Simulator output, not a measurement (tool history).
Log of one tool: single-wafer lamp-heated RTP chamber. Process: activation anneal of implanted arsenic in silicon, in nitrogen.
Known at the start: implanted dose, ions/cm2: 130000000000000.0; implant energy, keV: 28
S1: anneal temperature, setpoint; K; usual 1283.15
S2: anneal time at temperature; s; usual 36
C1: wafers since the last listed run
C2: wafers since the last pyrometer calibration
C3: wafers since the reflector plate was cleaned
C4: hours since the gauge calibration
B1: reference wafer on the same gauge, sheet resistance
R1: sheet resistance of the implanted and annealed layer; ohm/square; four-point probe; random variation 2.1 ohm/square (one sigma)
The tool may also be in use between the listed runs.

run,day,S1,S2,C1,C2,C3,C4,B1,R1
1,0.000,1283.15,36,0,2013,9895,669.9,587.84,525.11
2,2.096,1283.15,36,523,2536,10418,720.2,588.30,531.00
3,12.650,1305.15,21,2636,5172,13055,973.5,591.73,529.09
4,15.154,1305.15,21,625,5798,13680,1033.6,591.81,530.31
# day 15.942: pyrometer window cleaned and pyrometer calibrated
5,17.729,1283.15,36,559,446,14240,1095.4,593.02,529.41
# day 18.621: reflector plate cleaned
6,20.729,1283.15,36,666,1113,526,1167.4,592.76,536.06
7,22.850,1283.15,36,529,1642,1056,1218.3,593.31,531.97
8,25.671,1283.15,36,704,2347,1760,1286.0,593.34,527.80
9,27.642,1283.15,36,492,2839,2253,1333.3,594.05,531.98
10,30.000,1283.15,36,589,3428,2842,1389.9,594.50,533.39
# day 32.650: gauge calibrated
11,33.133,1283.15,36,782,4211,3624,11.6,569.82,514.45
12,37.204,1271.15,29,1016,5228,4641,109.3,574.45,512.96
# day 37.692: pyrometer window cleaned and pyrometer calibrated
13,40.704,1271.15,29,791,752,5432,193.3,577.94,520.30
14,44.438,1271.15,29,932,1685,6365,282.9,580.19,524.40
15,48.712,1283.15,25,1067,2753,7433,385.5,583.12,527.23
16,60.654,1283.15,43,2982,5736,10416,672.1,589.12,523.99
# day 61.471: pyrometer window cleaned and pyrometer calibrated
17,64.829,1283.15,36,959,839,11375,772.3,590.82,528.45
18,67.192,1283.15,36,590,1429,11965,829.0,591.37,529.32
19,69.221,1265.15,15,506,1936,12472,877.7,591.70,532.27
20,72.179,1294.15,36,738,2675,13211,948.7,592.65,529.94
21,74.204,1295.15,43,505,3180,13717,997.3,592.09,524.47
22,78.183,1283.15,36,993,4174,14711,1092.8,593.53,526.19
# day 80.746: reflector plate cleaned
23,81.800,1260.15,36,820,4995,263,1179.6,594.36,537.01
# day 82.433: pyrometer window cleaned and pyrometer calibrated
24,84.258,1299.15,24,530,455,794,1238.6,595.28,531.84
25,89.112,1272.15,55,1212,1668,2006,1355.1,595.03,533.95
26,91.392,1283.15,36,569,2237,2575,1409.8,595.42,530.74
# day 93.217: gauge calibrated
27,94.908,1283.15,36,878,3115,3454,40.6,566.55,509.00
28,96.942,1259.15,36,507,3623,3962,89.4,569.15,511.01
29,99.296,1283.15,36,588,4211,4550,145.9,571.73,507.38
# day 103.429: pyrometer window cleaned and pyrometer calibrated
30,103.462,1312.15,50,957,7,5507,245.9,575.60,511.54
31,105.775,1263.15,48,577,585,6085,301.4,577.26,519.94

How the hidden state differs across the entries between the runs, from the last listed run before each to the first after it:
Between runs 4 and 5: pyrometer window cleaned and pyrometer calibrated (day 15.942)
  gauge reads high (%): 4.41 -> 4.49
  measured less the result without the state, R1: +22.38 -> +22.74 ohm/square
Between runs 5 and 6: reflector plate cleaned (day 18.621)
  gauge reads high (%): 4.49 -> 4.58
  measured less the result without the state, R1: +22.74 -> +23.46 ohm/square
Between runs 10 and 11: gauge calibrated (day 32.650)
  gauge reads high (%): 4.78 -> 0.484
  measured less the result without the state, R1: +24.35 -> +2.47 ohm/square
Between runs 12 and 13: pyrometer window cleaned and pyrometer calibrated (day 37.692)
  gauge reads high (%): 1.27 -> 1.85
  measured less the result without the state, R1: +6.44 -> +9.43 ohm/square
Between runs 16 and 17: pyrometer window cleaned and pyrometer calibrated (day 61.471)
  gauge reads high (%): 3.9 -> 4.15
  measured less the result without the state, R1: +19.65 -> +21.03 ohm/square
Between runs 22 and 23: reflector plate cleaned (day 80.746)
  gauge reads high (%): 4.7 -> 4.8
  measured less the result without the state, R1: +23.62 -> +24.61 ohm/square
Between runs 23 and 24: pyrometer window cleaned and pyrometer calibrated (day 82.433)
  gauge reads high (%): 4.8 -> 4.87
  measured less the result without the state, R1: +24.61 -> +24.68 ohm/square
Between runs 26 and 27: gauge calibrated (day 93.217)
  gauge reads high (%): 5.01 -> 0.0281
  measured less the result without the state, R1: +25.33 -> +0.14 ohm/square
Between runs 29 and 30: pyrometer window cleaned and pyrometer calibrated (day 103.429)
  gauge reads high (%): 0.829 -> 1.46
  measured less the result without the state, R1: +4.17 -> +7.37 ohm/square

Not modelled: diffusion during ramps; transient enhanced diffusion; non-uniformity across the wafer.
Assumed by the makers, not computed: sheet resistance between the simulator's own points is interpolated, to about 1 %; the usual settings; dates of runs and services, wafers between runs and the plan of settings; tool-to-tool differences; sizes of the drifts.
